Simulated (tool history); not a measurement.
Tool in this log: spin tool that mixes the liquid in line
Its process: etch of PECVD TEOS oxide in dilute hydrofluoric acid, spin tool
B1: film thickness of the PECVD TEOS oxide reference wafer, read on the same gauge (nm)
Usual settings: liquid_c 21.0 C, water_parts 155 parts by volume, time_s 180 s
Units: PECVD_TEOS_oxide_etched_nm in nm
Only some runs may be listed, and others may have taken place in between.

{"run": 1, "day": 0.0, "liquid_c": 21.0, "water_parts": 155, "time_s": 180, "B1": 130.01, "PECVD_TEOS_oxide_etched_nm": 18.84}
{"run": 2, "day": 2.008, "liquid_c": 21.0, "water_parts": 155, "time_s": 180, "B1": 130.01, "PECVD_TEOS_oxide_etched_nm": 18.61}
{"run": 3, "day": 3.362, "liquid_c": 21.0, "water_parts": 155, "time_s": 180, "B1": 130.0, "PECVD_TEOS_oxide_etched_nm": 18.99}
{"run": 4, "day": 5.867, "liquid_c": 21.0, "water_parts": 155, "time_s": 180, "B1": 130.0, "PECVD_TEOS_oxide_etched_nm": 18.74}
{"run": 5, "day": 7.512, "liquid_c": 21.0, "water_parts": 155, "time_s": 245, "B1": 129.99, "PECVD_TEOS_oxide_etched_nm": 25.55}
{"run": 6, "day": 9.504, "liquid_c": 21.0, "water_parts": 155, "time_s": 180, "B1": 129.99, "PECVD_TEOS_oxide_etched_nm": 18.93}
{"run": 7, "day": 11.517, "liquid_c": 21.0, "water_parts": 155, "time_s": 255, "B1": 129.99, "PECVD_TEOS_oxide_etched_nm": 26.8}
{"run": 8, "day": 12.671, "liquid_c": 21.0, "water_parts": 155, "time_s": 255, "B1": 130.02, "PECVD_TEOS_oxide_etched_nm": 26.75}
{"day": 13.804, "done": "hydrofluoric acid flow meter replaced"}
{"run": 9, "day": 15.229, "liquid_c": 21.0, "water_parts": 155, "time_s": 255, "B1": 130.0, "PECVD_TEOS_oxide_etched_nm": 26.74}
{"run": 10, "day": 16.929, "liquid_c": 21.0, "water_parts": 155, "time_s": 180, "B1": 130.01, "PECVD_TEOS_oxide_etched_nm": 19.08}
{"run": 11, "day": 18.129, "liquid_c": 21.0, "water_parts": 155, "time_s": 180, "B1": 130.03, "PECVD_TEOS_oxide_etched_nm": 19.03}
{"run": 12, "day": 20.771, "liquid_c": 21.0, "water_parts": 155, "time_s": 265, "B1": 130.0, "PECVD_TEOS_oxide_etched_nm": 28.0}
{"run": 13, "day": 23.15, "liquid_c": 21.0, "water_parts": 155, "time_s": 180, "B1": 130.01, "PECVD_TEOS_oxide_etched_nm": 18.88}
{"run": 14, "day": 26.121, "liquid_c": 18.5, "water_parts": 120, "time_s": 140, "B1": 130.04, "PECVD_TEOS_oxide_etched_nm": 17.95}
{"run": 15, "day": 28.588, "liquid_c": 17.0, "water_parts": 155, "time_s": 150, "B1": 130.0, "PECVD_TEOS_oxide_etched_nm": 13.61}
{"day": 29.358, "done": "thermometer replaced"}
{"run": 16, "day": 31.45, "liquid_c": 23.0, "water_parts": 155, "time_s": 235, "B1": 130.01, "PECVD_TEOS_oxide_etched_nm": 25.74}
{"run": 17, "day": 32.917, "liquid_c": 21.0, "water_parts": 110, "time_s": 270, "B1": 129.97, "PECVD_TEOS_oxide_etched_nm": 40.09}
{"day": 33.271, "done": "gauge calibrated"}
{"day": 33.612, "done": "hydrofluoric acid flow meter replaced"}
{"run": 18, "day": 35.017, "liquid_c": 21.0, "water_parts": 200, "time_s": 180, "B1": 130.0, "PECVD_TEOS_oxide_etched_nm": 13.32}
{"run": 19, "day": 36.292, "liquid_c": 21.0, "water_parts": 190, "time_s": 115, "B1": 130.02, "PECVD_TEOS_oxide_etched_nm": 9.1}
{"run": 20, "day": 37.329, "liquid_c": 21.0, "water_parts": 155, "time_s": 180, "B1": 129.98, "PECVD_TEOS_oxide_etched_nm": 18.18}
{"run": 21, "day": 40.004, "liquid_c": 17.0, "water_parts": 100, "time_s": 105, "B1": 130.0, "PECVD_TEOS_oxide_etched_nm": 14.72}
{"run": 22, "day": 41.579, "liquid_c": 21.0, "water_parts": 155, "time_s": 180, "B1": 130.02, "PECVD_TEOS_oxide_etched_nm": 18.15}
{"run": 23, "day": 43.65, "liquid_c": 23.0, "water_parts": 155, "time_s": 235, "B1": 129.98, "PECVD_TEOS_oxide_etched_nm": 25.65}
{"run": 24, "day": 45.071, "liquid_c": 21.0, "water_parts": 105, "time_s": 180, "B1": 130.0, "PECVD_TEOS_oxide_etched_nm": 28.55}
{"run": 25, "day": 46.6, "liquid_c": 23.0, "water_parts": 155, "time_s": 110, "B1": 130.02, "PECVD_TEOS_oxide_etched_nm": 12.11}
{"run": 26, "day": 47.833, "liquid_c": 19.0, "water_parts": 155, "time_s": 180, "B1": 130.0, "PECVD_TEOS_oxide_etched_nm": 16.85}
{"run": 27, "day": 49.442, "liquid_c": 21.0, "water_parts": 155, "time_s": 180, "B1": 129.98, "PECVD_TEOS_oxide_etched_nm": 18.29}
{"run": 28, "day": 50.812, "liquid_c": 21.0, "water_parts": 155, "time_s": 115, "B1": 130.01, "PECVD_TEOS_oxide_etched_nm": 11.63}
{"run": 29, "day": 52.117, "liquid_c": 21.0, "water_parts": 155, "time_s": 180, "B1": 130.0, "PECVD_TEOS_oxide_etched_nm": 18.28}
{"run": 30, "day": 54.242, "liquid_c": 17.0, "water_parts": 80, "time_s": 90, "B1": 130.0, "PECVD_TEOS_oxide_etched_nm": 16.35}
{"day": 54.738, "done": "hydrofluoric acid flow meter replaced"}
{"run": 31, "day": 56.758, "liquid_c": 24.0, "water_parts": 205, "time_s": 275, "B1": 130.02, "PECVD_TEOS_oxide_etched_nm": 22.36}
{"run": 32, "day": 57.875, "liquid_c": 21.0, "water_parts": 155, "time_s": 180, "B1": 129.97, "PECVD_TEOS_oxide_etched_nm": 18.17}
{"run": 33, "day": 60.529, "liquid_c": 21.0, "water_parts": 155, "time_s": 180, "B1": 129.99, "PECVD_TEOS_oxide_etched_nm": 18.41}
{"run": 34, "day": 62.129, "liquid_c": 21.0, "water_parts": 200, "time_s": 85, "B1": 130.0, "PECVD_TEOS_oxide_etched_nm": 6.42}

3 options for the next run, each taken on its own from the tool as it stands now. Forecast them:
{"run": "A", "day": 62.15, "liquid_c": 21.0, "water_parts": 205, "time_s": 180, "B1": "?", "PECVD_TEOS_oxide_etched_nm": "?"}
{"run": "B", "day": 62.15, "liquid_c": 18.5, "water_parts": 155, "time_s": 180, "B1": "?", "PECVD_TEOS_oxide_etched_nm": "?"}
{"run": "C", "day": 62.15, "liquid_c": 23.0, "water_parts": 210, "time_s": 230, "B1": "?", "PECVD_TEOS_oxide_etched_nm": "?"}

run=A B1=129.97 PECVD_TEOS_oxide_etched_nm=13.17
run=B B1=129.97 PECVD_TEOS_oxide_etched_nm=16.62
run=C B1=129.97 PECVD_TEOS_oxide_etched_nm=17.60
The same runs, with their run-to-run variation unchanged, on a tool lacking any hidden condition would have given:
run=A PECVD_TEOS_oxide_etched_nm=12.89
run=B PECVD_TEOS_oxide_etched_nm=16.25
run=C PECVD_TEOS_oxide_etched_nm=17.24

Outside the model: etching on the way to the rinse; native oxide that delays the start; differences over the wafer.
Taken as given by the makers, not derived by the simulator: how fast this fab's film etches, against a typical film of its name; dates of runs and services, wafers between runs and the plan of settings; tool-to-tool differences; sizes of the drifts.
